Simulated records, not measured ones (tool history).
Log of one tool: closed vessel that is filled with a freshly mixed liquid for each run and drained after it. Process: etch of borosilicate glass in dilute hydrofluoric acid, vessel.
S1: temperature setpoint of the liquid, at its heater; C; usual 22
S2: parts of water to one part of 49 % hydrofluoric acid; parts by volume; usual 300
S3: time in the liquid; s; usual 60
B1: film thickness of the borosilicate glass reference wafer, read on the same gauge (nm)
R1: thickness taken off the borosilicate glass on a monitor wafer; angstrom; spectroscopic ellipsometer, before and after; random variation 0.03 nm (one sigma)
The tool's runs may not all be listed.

run 1 hour=0 | S1=22 S2=365 S3=60 | B1=79.97 | R1=51.4
run 2 hour=17.9 | S1=22 S2=365 S3=60 | B1=80 | R1=51.3
run 3 hour=35.4 | S1=24 S2=300 S3=60 | B1=80.01 | R1=70.6
run 4 hour=48.2 | S1=24 S2=300 S3=60 | B1=80.02 | R1=71.2
run 5 hour=58.8 | S1=22 S2=300 S3=60 | B1=79.99 | R1=66
run 6 hour=66.1 | S1=22 S2=300 S3=80 | B1=80.01 | R1=87.9
-- hour=75.2 thermometer replaced
run 7 hour=75.9 | S1=22 S2=300 S3=80 | B1=79.97 | R1=97.9
run 8 hour=86.8 | S1=22 S2=375 S3=60 | B1=80.02 | R1=54.5
-- hour=114.1 gauge calibrated
run 9 hour=130.8 | S1=22 S2=375 S3=60 | B1=79.99 | R1=54.6
run 10 hour=143 | S1=22 S2=300 S3=60 | B1=80 | R1=72.6
run 11 hour=157.9 | S1=22 S2=300 S3=60 | B1=80.01 | R1=72.3
run 12 hour=172.5 | S1=22 S2=300 S3=60 | B1=80.01 | R1=72.8
run 13 hour=184.4 | S1=22 S2=340 S3=30 | B1=80.02 | R1=30.7
run 14 hour=198.1 | S1=22 S2=300 S3=60 | B1=80 | R1=72.9
run 15 hour=222 | S1=18.5 S2=300 S3=45 | B1=80.04 | R1=48
run 16 hour=239.2 | S1=17.5 S2=300 S3=50 | B1=80.01 | R1=51.5
run 17 hour=256.6 | S1=23.5 S2=300 S3=60 | B1=79.99 | R1=77.1
run 18 hour=267.9 | S1=22 S2=300 S3=60 | B1=79.98 | R1=72.8
run 19 hour=275.4 | S1=22 S2=300 S3=60 | B1=80.01 | R1=72.3
run 20 hour=284.5 | S1=22 S2=215 S3=95 | B1=80.01 | R1=173.5
run 21 hour=335.5 | S1=22 S2=300 S3=60 | B1=79.99 | R1=72.8
run 22 hour=352.2 | S1=22 S2=300 S3=60 | B1=80 | R1=72.9
-- hour=373.9 hydrofluoric acid flow meter replaced
run 23 hour=402.6 | S1=26 S2=300 S3=95 | B1=79.98 | R1=131.5
run 24 hour=412.9 | S1=24 S2=435 S3=90 | B1=80.02 | R1=70.7
run 25 hour=420.4 | S1=22 S2=300 S3=60 | B1=80 | R1=72.1
run 26 hour=437.8 | S1=22 S2=300 S3=60 | B1=79.99 | R1=72.1
run 27 hour=452.3 | S1=22 S2=300 S3=60 | B1=79.98 | R1=72.2
run 28 hour=458.8 | S1=17.5 S2=235 S3=30 | B1=79.96 | R1=41.5
run 29 hour=470.2 | S1=22 S2=300 S3=30 | B1=80.01 | R1=36.2
run 30 hour=479.6 | S1=26 S2=170 S3=45 | B1=79.95 | R1=126.8
run 31 hour=486.4 | S1=26 S2=300 S3=60 | B1=80 | R1=83
run 32 hour=504.3 | S1=22 S2=180 S3=80 | B1=80 | R1=178.8
run 33 hour=516 | S1=24.5 S2=300 S3=85 | B1=79.96 | R1=111.7

Forecast each of these 4 alternatives for the next run:
run A hour=516.7 | S1=22 S2=395 S3=60 | B1=? | R1=?
run B hour=516.7 | S1=26.5 S2=300 S3=75 | B1=? | R1=?
run C hour=516.7 | S1=25.5 S2=375 S3=60 | B1=? | R1=?
run D hour=516.7 | S1=26 S2=215 S3=50 | B1=? | R1=?

run=A B1=79.99 R1=50.4
run=B B1=79.99 R1=105.6
run=C B1=79.99 R1=60.8
run=D B1=79.99 R1=105.6
Without the tool's hidden state the same runs would have given:
run=A R1=51.2
run=B R1=107.2
run=C R1=61.7
run=D R1=107.3

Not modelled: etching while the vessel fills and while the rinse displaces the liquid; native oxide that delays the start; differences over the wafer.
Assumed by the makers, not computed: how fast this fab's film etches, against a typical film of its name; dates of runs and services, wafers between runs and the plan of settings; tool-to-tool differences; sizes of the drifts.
